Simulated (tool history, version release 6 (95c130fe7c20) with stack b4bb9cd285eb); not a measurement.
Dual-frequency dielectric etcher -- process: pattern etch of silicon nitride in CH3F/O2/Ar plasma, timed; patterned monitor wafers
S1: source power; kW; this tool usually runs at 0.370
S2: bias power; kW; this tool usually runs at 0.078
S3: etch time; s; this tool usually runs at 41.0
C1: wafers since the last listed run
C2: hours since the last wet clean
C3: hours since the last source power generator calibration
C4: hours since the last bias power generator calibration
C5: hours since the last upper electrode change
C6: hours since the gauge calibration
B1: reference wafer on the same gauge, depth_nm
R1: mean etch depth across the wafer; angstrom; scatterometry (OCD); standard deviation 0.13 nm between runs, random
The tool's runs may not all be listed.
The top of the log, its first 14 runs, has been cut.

run,hour,S1,S2,S3,C1,C2,C3,C4,C5,C6,B1,R1
15,703.8,0.370,0.078,41.0,626,275.8,239.2,3946.7,34.2,993.2,30.72,318.5
16,737.4,0.370,0.078,41.0,624,309.4,272.8,3980.3,67.8,1026.8,30.67,320.1
17,783.0,0.370,0.085,29.5,848,355.0,318.4,4025.9,113.4,1072.4,30.76,235.2
18,828.6,0.370,0.078,41.0,848,400.6,364.0,4071.5,159.0,1118.0,30.78,319.1
# hour 867.4: wet clean of the chamber
19,867.9,0.450,0.078,41.0,284,0.5,403.3,4110.8,198.3,1157.3,30.76,344.2
20,898.8,0.370,0.078,29.5,574,31.4,434.2,4141.7,229.2,1188.2,30.71,230.0
21,941.7,0.370,0.068,31.5,797,74.3,477.1,4184.6,272.1,1231.1,30.67,235.5
# hour 960.5: gauge calibrated
22,981.7,0.450,0.059,41.0,743,114.3,517.1,4224.6,312.1,21.2,29.48,307.4
23,1014.7,0.400,0.070,53.5,613,147.3,550.1,4257.6,345.1,54.2,29.61,400.3
# hour 1049.1: bias power generator calibrated
24,1076.4,0.370,0.058,41.0,1073,209.0,611.8,27.3,406.8,115.9,29.81,282.0
25,1118.7,0.290,0.090,50.0,786,251.3,654.1,69.6,449.1,158.2,29.85,354.2
26,1162.1,0.450,0.087,48.5,807,294.7,697.5,113.0,492.5,201.6,30.01,415.1
27,1206.5,0.370,0.078,41.0,825,339.1,741.9,157.4,536.9,246.0,30.11,311.7
# hour 1263.3: wet clean of the chamber
28,1263.8,0.370,0.078,41.0,619,0.5,799.2,214.7,594.2,303.3,30.24,313.3

Run 29 has not been measured yet. What should we expect?
29,1282.4,0.310,0.078,51.5,345,19.1,817.8,233.3,612.8,321.9,?,?

B1: 30.20
R1: 362.2 angstrom
Were there no unlogged condition in the tool, this run, its random variation unchanged, would have produced R1 351.1 angstrom.
